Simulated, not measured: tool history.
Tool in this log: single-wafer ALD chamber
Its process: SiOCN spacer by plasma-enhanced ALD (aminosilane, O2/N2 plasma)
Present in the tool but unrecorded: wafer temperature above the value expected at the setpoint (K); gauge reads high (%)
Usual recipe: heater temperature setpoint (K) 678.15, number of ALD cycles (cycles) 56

run,hour,heater temperature setpoint (K),number of ALD cycles (cycles),wafers since the last listed run,hours since the last thermocouple change,hours since the gauge calibration,"read-back reference wafer on the same gauge, thickness_nm",mean film thickness on the monitor wafer (nm)
1,0,678.15,56,0,225.1,537.6,2.818,3.384
2,52.1,678.15,56,334,277.2,589.7,2.82,3.409
3,94,678.15,56,269,319.1,631.6,2.82,3.391
4,142.4,678.15,56,311,367.5,680,2.822,3.401
5,201.7,678.15,56,381,426.8,739.3,2.821,3.39
6,306.4,670.15,53,673,531.5,844,2.82,3.229
7,373.1,688.15,56,428,598.2,910.7,2.821,3.312
8,447.5,688.15,56,478,672.6,985.1,2.823,3.321
9,553,678.15,56,678,778.1,1090.6,2.819,3.416
10,621.6,678.15,56,440,846.7,1159.2,2.821,3.428
11,706.1,678.15,56,543,931.2,1243.7,2.82,3.412
# hour 767.5: gauge calibrated
12,775.3,690.15,47,444,1000.4,7.8,2.821,2.778
13,827.6,678.15,56,336,1052.7,60.1,2.816,3.424
14,889.9,691.15,49,400,1115,122.4,2.82,2.883
15,944.5,678.15,56,350,1169.6,177,2.82,3.413
# hour 988.3: thermocouple changed; heater temperature recalibrated
16,997.6,669.15,63,289,9.3,230.1,2.822,3.85
17,1088.7,687.15,48,585,100.4,321.2,2.819,2.831
18,1196.2,685.15,48,691,207.9,428.7,2.819,2.861
19,1276.3,669.15,56,514,288,508.8,2.819,3.424
20,1510.8,665.15,50,1507,522.5,743.3,2.822,3.052
21,1588.9,684.15,56,502,600.6,821.4,2.822,3.354
22,1691.1,678.15,56,656,702.8,923.6,2.819,3.397

Each row is a separate what-if for the run after 22, all from the same tool condition, not one after another. Results?
A,1691.6,678.15,63,3,703.3,924.1,?,?
B,1691.6,685.15,61,3,703.3,924.1,?,?
C,1691.6,685.15,63,3,703.3,924.1,?,?
D,1691.6,690.15,52,3,703.3,924.1,?,?
E,1691.6,664.15,45,3,703.3,924.1,?,?

run,"read-back reference wafer on the same gauge, thickness_nm",mean film thickness on the monitor wafer (nm)
A,2.82,3.85
B,2.82,3.662
C,2.82,3.782
D,2.82,3.078
E,2.82,2.75
With the hidden condition removed and each run's random variation left untouched, the same runs would have given:
run,mean film thickness on the monitor wafer (nm)
A,3.792
B,3.601
C,3.719
D,3.026
E,2.75
